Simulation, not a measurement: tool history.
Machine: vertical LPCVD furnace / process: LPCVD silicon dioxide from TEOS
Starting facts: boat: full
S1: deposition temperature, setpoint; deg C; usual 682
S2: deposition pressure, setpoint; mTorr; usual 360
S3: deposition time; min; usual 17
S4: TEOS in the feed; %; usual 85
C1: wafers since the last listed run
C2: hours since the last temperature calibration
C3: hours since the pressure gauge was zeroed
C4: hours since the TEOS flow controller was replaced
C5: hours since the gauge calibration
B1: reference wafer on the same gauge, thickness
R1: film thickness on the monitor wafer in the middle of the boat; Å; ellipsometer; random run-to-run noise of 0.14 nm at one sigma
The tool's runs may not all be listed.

{"run": 1, "hour": 0.0, "S1": 682, "S2": 335, "S3": 17, "S4": 85, "C1": 0, "C2": 1882.9, "C3": 4343.0, "C4": 2496.6, "C5": 84.8, "B1": 81.38, "R1": 956.9}
{"run": 2, "hour": 11.1, "S1": 682, "S2": 335, "S3": 17, "S4": 85, "C1": 200, "C2": 1894.0, "C3": 4354.1, "C4": 2507.7, "C5": 95.9, "B1": 81.34, "R1": 957.0}
{"run": 3, "hour": 34.9, "S1": 682, "S2": 335, "S3": 17, "S4": 85, "C1": 429, "C2": 1917.8, "C3": 4377.9, "C4": 2531.5, "C5": 119.7, "B1": 81.39, "R1": 956.3}
{"hour": 92.5, "done": "thermocouples replaced and temperature profile calibrated"}
{"run": 4, "hour": 93.0, "S1": 682, "S2": 360, "S3": 17, "S4": 85, "C1": 615, "C2": 0.5, "C3": 4436.0, "C4": 2589.6, "C5": 177.8, "B1": 81.31, "R1": 931.3}
{"run": 5, "hour": 96.6, "S1": 682, "S2": 360, "S3": 17, "S4": 85, "C1": 64, "C2": 4.1, "C3": 4439.6, "C4": 2593.2, "C5": 181.4, "B1": 81.43, "R1": 930.9}
{"run": 6, "hour": 103.6, "S1": 682, "S2": 360, "S3": 17, "S4": 85, "C1": 126, "C2": 11.1, "C3": 4446.6, "C4": 2600.2, "C5": 188.4, "B1": 81.37, "R1": 933.8}
{"run": 7, "hour": 110.3, "S1": 682, "S2": 360, "S3": 17, "S4": 85, "C1": 120, "C2": 17.8, "C3": 4453.3, "C4": 2606.9, "C5": 195.1, "B1": 81.38, "R1": 929.1}
{"run": 8, "hour": 120.0, "S1": 682, "S2": 305, "S3": 17, "S4": 85, "C1": 174, "C2": 27.5, "C3": 4463.0, "C4": 2616.6, "C5": 204.8, "B1": 81.39, "R1": 857.4}

What will run 9 give?
{"hour": 134.5, "done": "gauge calibrated"}
{"hour": 153.8, "done": "TEOS flow controller replaced"}
{"hour": 164.3, "done": "pressure gauge zeroed"}
{"run": 9, "hour": 164.8, "S1": 682, "S2": 360, "S3": 17, "S4": 85, "C1": 185, "C2": 72.3, "C3": 0.5, "C4": 11.0, "C5": 30.3, "B1": "?", "R1": "?"}

B1: 81.42
R1: 933.4 Å
Minus the tool's unlogged condition, the same run would have read R1 930.8 Å.

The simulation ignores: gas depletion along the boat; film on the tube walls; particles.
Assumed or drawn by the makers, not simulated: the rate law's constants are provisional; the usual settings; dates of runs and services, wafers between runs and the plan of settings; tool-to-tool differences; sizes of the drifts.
